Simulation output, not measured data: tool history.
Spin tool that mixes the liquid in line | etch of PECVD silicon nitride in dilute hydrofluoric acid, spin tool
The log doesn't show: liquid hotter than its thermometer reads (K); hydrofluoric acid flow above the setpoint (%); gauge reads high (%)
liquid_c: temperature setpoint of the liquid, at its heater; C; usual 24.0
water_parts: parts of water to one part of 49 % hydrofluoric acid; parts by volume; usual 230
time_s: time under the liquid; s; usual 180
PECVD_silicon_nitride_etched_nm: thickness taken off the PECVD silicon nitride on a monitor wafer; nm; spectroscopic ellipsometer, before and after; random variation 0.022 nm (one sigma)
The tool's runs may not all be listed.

run   hour  liquid_c  water_parts  time_s  wafers since the last listed run  hours since the thermometer was replaced  hours since the hydrofluoric acid flow meter was replaced  hours since the gauge calibration  read-back film thickness of the PECVD silicon nitride reference wafer, read on the same gauge (nm)  PECVD_silicon_nitride_etched_nm
  1    0.0      24.0          230     180                                 0                                    1129.4                                                     2564.9                              122.3                                                                                              90.040                            3.973
       8.1  -- gauge calibrated
  2   14.2      24.0          230     180                                82                                    1143.6                                                     2579.1                                6.1                                                                                              89.969                            4.069
  3   27.6      24.0          230     180                                77                                    1157.0                                                     2592.5                               19.5                                                                                              90.010                            4.012
  4   34.4      24.0          230     180                                39                                    1163.8                                                     2599.3                               26.3                                                                                              90.012                            3.982
  5   45.6      24.0          230     180                                65                                    1175.0                                                     2610.5                               37.5                                                                                              89.990                            4.034
  6   55.1      24.0          230     180                                55                                    1184.5                                                     2620.0                               47.0                                                                                              90.027                            4.056
      72.9  -- hydrofluoric acid flow meter replaced
  7   85.5      24.0          230     180                               170                                    1214.9                                                       12.6                               77.4                                                                                              89.996                            4.060
  8  102.8      24.0          230     180                               100                                    1232.2                                                       29.9                               94.7                                                                                              89.998                            4.050
  9  114.6      24.0          230     180                                68                                    1244.0                                                       41.7                              106.5                                                                                              89.989                            4.022
     131.3  -- thermometer replaced
     134.8  -- gauge calibrated
 10  152.0      24.0          230     180                               211                                      20.7                                                       79.1                               17.2                                                                                              90.035                            3.398
 11  163.0      24.0          335     180                                63                                      31.7                                                       90.1                               28.2                                                                                              90.010                            2.375
 12  178.0      21.5          305     110                                87                                      46.7                                                      105.1                               43.2                                                                                              90.013                            1.362
 13  186.5      20.5          285     135                                49                                      55.2                                                      113.6                               51.7                                                                                              89.981                            1.678
 14  203.2      24.0          230     145                                96                                      71.9                                                      130.3                               68.4                                                                                              89.992                            2.760
 15  213.5      24.0          230     225                                59                                      82.2                                                      140.6                               78.7                                                                                              89.993                            4.344
 16  220.0      24.0          230     180                                37                                      88.7                                                      147.1                               85.2                                                                                              90.025                            3.442
 17  227.6      27.0          230     150                                44                                      96.3                                                      154.7                               92.8                                                                                              90.003                            3.511
 18  235.7      24.0          300     135                                47                                     104.4                                                      162.8                              100.9                                                                                              90.006                            1.984

4 ways to go on from here, each from the tool as it stands after run 18. What would each give?
  A  236.2      24.0          230     180                                 2                                     104.9                                                      163.3                              101.4                                                                                                   ?                                ?
  B  236.2      25.5          170     135                                 2                                     104.9                                                      163.3                              101.4                                                                                                   ?                                ?
  C  236.2      20.5          230     145                                 2                                     104.9                                                      163.3                              101.4                                                                                                   ?                                ?
  D  236.2      28.5          130     115                                 2                                     104.9                                                      163.3                              101.4                                                                                                   ?                                ?

run  read-back film thickness of the PECVD silicon nitride reference wafer, read on the same gauge (nm)  PECVD_silicon_nitride_etched_nm
  A                                                                                              89.995                            3.444
  B                                                                                              89.995                            3.833
  C                                                                                              89.995                            2.222
  D                                                                                              89.995                            5.157
Without the tool's hidden state the same runs would have given:
run  PECVD_silicon_nitride_etched_nm
  A                            3.376
  B                            3.757
  C                            2.177
  D                            5.055

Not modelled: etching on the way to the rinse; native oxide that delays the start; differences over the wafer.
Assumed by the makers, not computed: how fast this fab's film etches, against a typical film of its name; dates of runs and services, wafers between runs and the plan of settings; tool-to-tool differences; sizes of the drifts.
